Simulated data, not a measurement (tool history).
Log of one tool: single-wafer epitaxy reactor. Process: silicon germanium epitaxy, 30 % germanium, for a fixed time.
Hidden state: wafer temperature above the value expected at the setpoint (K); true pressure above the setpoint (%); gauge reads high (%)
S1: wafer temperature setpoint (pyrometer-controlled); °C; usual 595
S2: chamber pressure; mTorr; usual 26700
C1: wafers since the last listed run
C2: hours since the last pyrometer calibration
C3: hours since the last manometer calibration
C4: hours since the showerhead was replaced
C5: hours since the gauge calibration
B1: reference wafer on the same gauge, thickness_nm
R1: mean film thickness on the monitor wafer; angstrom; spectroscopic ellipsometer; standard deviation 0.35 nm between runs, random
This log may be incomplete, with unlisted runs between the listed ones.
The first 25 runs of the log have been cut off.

| run | hour | S1 | S2 | C1 | C2 | C3 | C4 | C5 | B1 | R1 |
|---|---|---|---|---|---|---|---|---|---|---|
| 26 | 778.1 | 589 | 29900 | 589 | 535.2 | 570.5 | 420.3 | 230.0 | 56.482 | 598.30 |
| 27 | 810.2 | 610 | 24000 | 587 | 567.3 | 602.6 | 452.4 | 262.1 | 56.440 | 763.03 |
| 28 | 836.8 | 595 | 26700 | 486 | 593.9 | 629.2 | 479.0 | 288.7 | 56.459 | 620.52 |
| 29 | 850.1 | 601 | 31600 | 243 | 607.2 | 642.5 | 492.3 | 302.0 | 56.488 | 812.27 |
| 30 | 866.4 | 589 | 28500 | 298 | 623.5 | 658.8 | 508.6 | 318.3 | 56.547 | 583.84 |
| 31 | 885.9 | 595 | 26700 | 356 | 643.0 | 678.3 | 528.1 | 337.8 | 56.500 | 623.09 |
| 32 | 903.2 | 595 | 30100 | 316 | 660.3 | 695.6 | 545.4 | 355.1 | 56.502 | 690.96 |
| 33 | 915.5 | 600 | 20900 | 225 | 672.6 | 707.9 | 557.7 | 367.4 | 56.438 | 531.27 |
| 34 | 931.3 | 610 | 20500 | 289 | 688.4 | 723.7 | 573.5 | 383.2 | 56.504 | 629.39 |
| 35 | 959.4 | 595 | 26700 | 514 | 716.5 | 751.8 | 601.6 | 411.3 | 56.501 | 623.35 |

Forecast each of these 4 alternatives for the next run:
| A | 959.8 | 595 | 26700 | 7 | 716.9 | 752.2 | 602.0 | 411.7 | ? | ? |
| B | 959.8 | 606 | 24500 | 7 | 716.9 | 752.2 | 602.0 | 411.7 | ? | ? |
| C | 959.8 | 586 | 30600 | 7 | 716.9 | 752.2 | 602.0 | 411.7 | ? | ? |
| D | 959.8 | 607 | 32400 | 7 | 716.9 | 752.2 | 602.0 | 411.7 | ? | ? |

| run | B1 | R1 |
|---|---|---|
| A | 56.498 | 629.46 |
| B | 56.498 | 727.73 |
| C | 56.498 | 582.81 |
| D | 56.498 | 943.64 |
What these runs would have given with no unlogged condition in the tool:
| run | R1 |
|---|---|
| A | 605.54 |
| B | 700.84 |
| C | 560.14 |
| D | 908.87 |
